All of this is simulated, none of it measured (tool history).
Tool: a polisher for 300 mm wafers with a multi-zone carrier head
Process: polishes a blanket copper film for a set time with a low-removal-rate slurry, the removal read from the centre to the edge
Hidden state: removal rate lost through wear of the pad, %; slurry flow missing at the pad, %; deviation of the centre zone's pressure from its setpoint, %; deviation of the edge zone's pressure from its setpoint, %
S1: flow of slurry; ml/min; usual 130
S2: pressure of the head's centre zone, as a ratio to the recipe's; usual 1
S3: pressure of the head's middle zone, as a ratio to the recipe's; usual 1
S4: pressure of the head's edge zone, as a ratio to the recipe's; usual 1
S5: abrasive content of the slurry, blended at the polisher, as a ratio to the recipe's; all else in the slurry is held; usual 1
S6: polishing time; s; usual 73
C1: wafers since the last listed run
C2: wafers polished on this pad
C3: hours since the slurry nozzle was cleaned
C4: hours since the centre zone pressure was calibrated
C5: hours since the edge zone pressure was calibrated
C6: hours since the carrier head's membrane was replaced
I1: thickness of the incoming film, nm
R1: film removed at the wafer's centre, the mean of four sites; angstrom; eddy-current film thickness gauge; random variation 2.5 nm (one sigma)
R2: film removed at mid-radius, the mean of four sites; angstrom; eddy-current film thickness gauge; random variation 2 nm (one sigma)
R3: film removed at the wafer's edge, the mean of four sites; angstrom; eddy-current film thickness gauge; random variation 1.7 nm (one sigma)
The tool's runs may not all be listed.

{"run": 1, "hour": 0.0, "S1": 175, "S2": 1, "S3": 1, "S4": 0.94, "S5": 1.1, "S6": 73, "C1": 0, "C2": 588, "C3": 302.5, "C4": 938.7, "C5": 54.8, "C6": 408.7, "I1": 1006.9, "R1": 1899, "R2": 1876, "R3": 1802}
{"run": 2, "hour": 14.0, "S1": 170, "S2": 1, "S3": 1, "S4": 1, "S5": 0.8, "S6": 87, "C1": 85, "C2": 674, "C3": 316.5, "C4": 952.7, "C5": 68.8, "C6": 422.7, "I1": 1009.7, "R1": 2015, "R2": 2040, "R3": 2019}
{"run": 3, "hour": 26.6, "S1": 130, "S2": 1, "S3": 1.05, "S4": 0.96, "S5": 0.7, "S6": 87, "C1": 77, "C2": 751, "C3": 329.1, "C4": 965.3, "C5": 81.4, "C6": 435.3, "I1": 1018.4, "R1": 1807, "R2": 1918, "R3": 1806}
{"run": 4, "hour": 40.8, "S1": 130, "S2": 0.94, "S3": 1, "S4": 1.12, "S5": 1, "S6": 73, "C1": 86, "C2": 838, "C3": 343.3, "C4": 979.5, "C5": 95.6, "C6": 449.5, "I1": 999, "R1": 1495, "R2": 1649, "R3": 1727}
{"run": 5, "hour": 65.6, "S1": 130, "S2": 1.04, "S3": 1, "S4": 1, "S5": 1, "S6": 73, "C1": 151, "C2": 989, "C3": 368.1, "C4": 1004.3, "C5": 120.4, "C6": 474.3, "I1": 1026, "R1": 1650, "R2": 1596, "R3": 1645}
{"run": 6, "hour": 91.4, "S1": 130, "S2": 1, "S3": 0.96, "S4": 1, "S5": 1.3, "S6": 51, "C1": 157, "C2": 1147, "C3": 393.9, "C4": 1030.1, "C5": 146.2, "C6": 500.1, "I1": 1013.4, "R1": 1130, "R2": 1123, "R3": 1194}
{"hour": 116.3, "done": "worn pad replaced by a new one"}
{"run": 7, "hour": 133.3, "S1": 130, "S2": 1, "S3": 1, "S4": 0.92, "S5": 1, "S6": 73, "C1": 231, "C2": 103, "C3": 435.8, "C4": 1072, "C5": 188.1, "C6": 542, "I1": 988.5, "R1": 1596, "R2": 1661, "R3": 1683}
{"hour": 145.3, "done": "slurry nozzle cleaned"}
{"run": 8, "hour": 148.4, "S1": 150, "S2": 1, "S3": 1, "S4": 1, "S5": 1.1, "S6": 73, "C1": 86, "C2": 190, "C3": 3.1, "C4": 1087.1, "C5": 203.2, "C6": 557.1, "I1": 1020.7, "R1": 1944, "R2": 1982, "R3": 1903}
{"hour": 152.9, "done": "centre zone pressure recalibrated"}
{"run": 9, "hour": 178.4, "S1": 160, "S2": 1, "S3": 1.08, "S4": 1, "S5": 1, "S6": 73, "C1": 171, "C2": 361, "C3": 33.1, "C4": 25.5, "C5": 233.2, "C6": 587.1, "I1": 1003.4, "R1": 1878, "R2": 2030, "R3": 1848}
{"run": 10, "hour": 209.7, "S1": 130, "S2": 1, "S3": 1, "S4": 1, "S5": 1, "S6": 73, "C1": 191, "C2": 552, "C3": 64.4, "C4": 56.8, "C5": 264.5, "C6": 618.4, "I1": 1019.2, "R1": 1711, "R2": 1805, "R3": 1751}
{"run": 11, "hour": 229.3, "S1": 150, "S2": 1, "S3": 1.06, "S4": 1, "S5": 1, "S6": 81, "C1": 119, "C2": 672, "C3": 84, "C4": 76.4, "C5": 284.1, "C6": 638, "I1": 1023.9, "R1": 1949, "R2": 2136, "R3": 2011}
{"run": 12, "hour": 245.7, "S1": 130, "S2": 1, "S3": 1, "S4": 1, "S5": 1, "S6": 73, "C1": 100, "C2": 772, "C3": 100.4, "C4": 92.8, "C5": 300.5, "C6": 654.4, "I1": 1004.5, "R1": 1704, "R2": 1727, "R3": 1723}

Forecast run 13:
{"hour": 266.5, "done": "carrier head's membrane replaced by a new one"}
{"run": 13, "hour": 281.4, "S1": 130, "S2": 1, "S3": 1, "S4": 1, "S5": 1, "S6": 73, "C1": 187, "C2": 960, "C3": 136.1, "C4": 128.5, "C5": 336.2, "C6": 14.9, "I1": 1016.2, "R1": "?", "R2": "?", "R3": "?"}

Run 13 gave R1 1669 angstrom, R2 1715 angstrom, R3 1693 angstrom.
Without the tool's hidden state the same run would have given R1 1945 angstrom, R2 1993 angstrom, R3 1957 angstrom.

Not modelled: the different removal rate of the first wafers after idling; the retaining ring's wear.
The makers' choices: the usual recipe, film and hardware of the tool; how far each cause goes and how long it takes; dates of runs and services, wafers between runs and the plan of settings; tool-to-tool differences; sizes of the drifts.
